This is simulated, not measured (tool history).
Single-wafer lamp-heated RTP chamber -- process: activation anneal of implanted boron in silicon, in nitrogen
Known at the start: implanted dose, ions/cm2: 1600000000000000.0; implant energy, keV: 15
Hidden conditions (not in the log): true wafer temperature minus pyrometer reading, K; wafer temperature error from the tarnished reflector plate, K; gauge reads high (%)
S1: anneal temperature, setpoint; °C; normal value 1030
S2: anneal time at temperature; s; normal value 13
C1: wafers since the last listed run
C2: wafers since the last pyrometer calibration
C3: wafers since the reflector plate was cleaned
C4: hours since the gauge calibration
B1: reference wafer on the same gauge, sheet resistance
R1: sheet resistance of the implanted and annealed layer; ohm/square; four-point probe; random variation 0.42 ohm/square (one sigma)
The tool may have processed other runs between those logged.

run     day    S1  S2    C1    C2    C3     C4     B1     R1
  1   0.000  1030  18     0  4899  5633  141.6  98.10  87.97
      1.721  -- pyrometer window cleaned and pyrometer calibrated
  2   3.754  1030  15  1554   923  7188  231.7  98.68  88.55
  3   5.112  1030  19   617  1541  7805  264.3  98.78  88.11
  4   6.483  1030  19   623  2164  8428  297.2  98.83  88.71
  5   7.171  1030  19   312  2476  8740  313.7  98.90  88.10
  6   8.238  1030  13   484  2961  9225  339.3  99.03  89.96
  7   8.808  1030  13   259  3221  9485  353.0  99.03  89.17
  8   9.842  1030  13   469  3690  9954  377.8  99.08  89.57
     10.692  -- reflector plate cleaned
  9  10.883  1030  13   321  4012    86  402.8  99.13  89.88
 10  12.217  1030  13   605  4618   692  434.8  99.26  89.71
 11  13.671  1030  13   660  5279  1353  469.7  99.34  90.17
 12  14.488  1030  13   371  5650  1724  489.3  99.28  90.74
 13  14.992  1030  13   229  5879  1953  501.4  99.43  90.25
     15.900  -- pyrometer window cleaned and pyrometer calibrated
 14  15.921  1049   6   270    10  2224  523.7  99.39  88.51
 15  16.883  1045  10   437   447  2662  546.8  99.34  87.53
 16  17.971  1030   8   494   941  3156  572.9  99.45  91.90
 17  19.050  1021  13   490  1432  3646  598.8  99.42  92.76
 18  19.938  1030  13   403  1835  4050  620.1  99.41  90.98
 19  20.967  1044  16   467  2303  4518  644.8  99.41  87.21
 20  21.492  1030  13   238  2542  4756  657.4  99.49  89.65
     21.617  -- gauge calibrated
 21  22.017  1030  13   238  2780  4995    9.6  96.50  88.21
 22  23.425  1030   8   640  3420  5635   43.4  96.95  90.10
 23  24.750  1045  10   602  4023  6237   75.2  97.28  86.46
 24  25.521  1004  10   350  4373  6587   93.7  97.42  97.21
 25  26.092  1049  19   259  4632  6847  107.4  97.48  84.09
 26  27.396  1051  11   592  5225  7440  138.7  97.81  85.34

3 ways to go on from here, each from the tool as it stands after run 26. What would each give?
  A  27.412  1030  13   7  5233  7447  139.1   ?   ?
  B  27.412  1009   8   7  5233  7447  139.1   ?   ?
  C  27.412  1011  11   7  5233  7447  139.1   ?   ?

run     B1     R1
  A  97.81  88.64
  B  97.81  96.26
  C  97.81  94.33
Had the tool no hidden state, the same runs would have come out as:
run     R1
  A  87.57
  B  95.10
  C  93.19
